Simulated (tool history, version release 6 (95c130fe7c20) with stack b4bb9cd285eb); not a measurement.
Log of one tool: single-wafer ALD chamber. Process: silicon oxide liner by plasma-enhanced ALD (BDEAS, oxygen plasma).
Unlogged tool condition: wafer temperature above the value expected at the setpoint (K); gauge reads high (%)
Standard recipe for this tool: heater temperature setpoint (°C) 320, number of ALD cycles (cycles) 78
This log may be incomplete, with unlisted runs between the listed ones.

run,hour,heater temperature setpoint (°C),number of ALD cycles (cycles),wafers since the last listed run,hours since the last thermocouple change,hours since the gauge calibration,"read-back reference wafer on the same gauge, thickness_nm",mean film thickness on the monitor wafer (angstrom)
1,0.0,320,78,0,2271.0,128.3,6.849,66.93
2,8.1,320,78,47,2279.1,136.4,6.852,66.95
3,22.4,320,78,84,2293.4,150.7,6.853,66.79
4,36.4,320,78,82,2307.4,164.7,6.849,66.55
5,43.6,320,78,42,2314.6,171.9,6.850,66.81
6,56.9,320,78,78,2327.9,185.2,6.854,66.62
7,65.1,320,78,48,2336.1,193.4,6.856,66.67
8,75.2,320,78,59,2346.2,203.5,6.853,66.91
9,91.7,320,78,97,2362.7,220.0,6.853,66.93
10,101.8,320,78,59,2372.8,230.1,6.852,66.69
11,116.2,320,78,85,2387.2,244.5,6.858,67.13
12,133.2,320,78,100,2404.2,261.5,6.850,66.71
13,150.5,320,78,102,2421.5,278.8,6.852,66.58
14,163.8,320,78,78,2434.8,292.1,6.848,66.55
15,173.7,320,78,58,2444.7,302.0,6.853,66.76
16,188.4,320,78,86,2459.4,316.7,6.850,66.83
17,197.7,320,78,55,2468.7,326.0,6.847,66.81
# hour 218.3: thermocouple changed; heater temperature recalibrated
18,218.8,320,78,77,0.5,347.1,6.857,66.93
19,231.2,320,78,73,12.9,359.5,6.851,66.82
20,239.7,320,83,50,21.4,368.0,6.850,70.99
21,253.7,314,93,82,35.4,382.0,6.849,80.41
# hour 259.4: gauge calibrated
22,267.4,320,78,81,49.1,8.0,6.852,66.75
23,279.7,330,78,72,61.4,20.3,6.846,65.86
24,287.5,324,78,46,69.2,28.1,6.843,66.50
25,301.7,315,73,83,83.4,42.3,6.847,62.79
26,313.1,327,63,67,94.8,53.7,6.850,53.44
27,325.1,305,78,70,106.8,65.7,6.852,68.05
28,331.9,320,78,40,113.6,72.5,6.846,66.86
29,347.6,309,63,92,129.3,88.2,6.855,54.62
30,361.2,320,73,80,142.9,101.8,6.853,62.43
31,369.9,320,78,51,151.6,110.5,6.857,66.71
32,376.6,329,93,39,158.3,117.2,6.846,78.63

Across each entry between runs, compare the hidden state at the last listed run before it with the hidden state at the first listed run after it:
Between runs 17 and 18: thermocouple changed; heater temperature recalibrated (hour 218.3)
  no difference in the tool's unlogged condition between these two runs
Between runs 21 and 22: gauge calibrated (hour 259.4)
  no difference in the tool's unlogged condition between these two runs
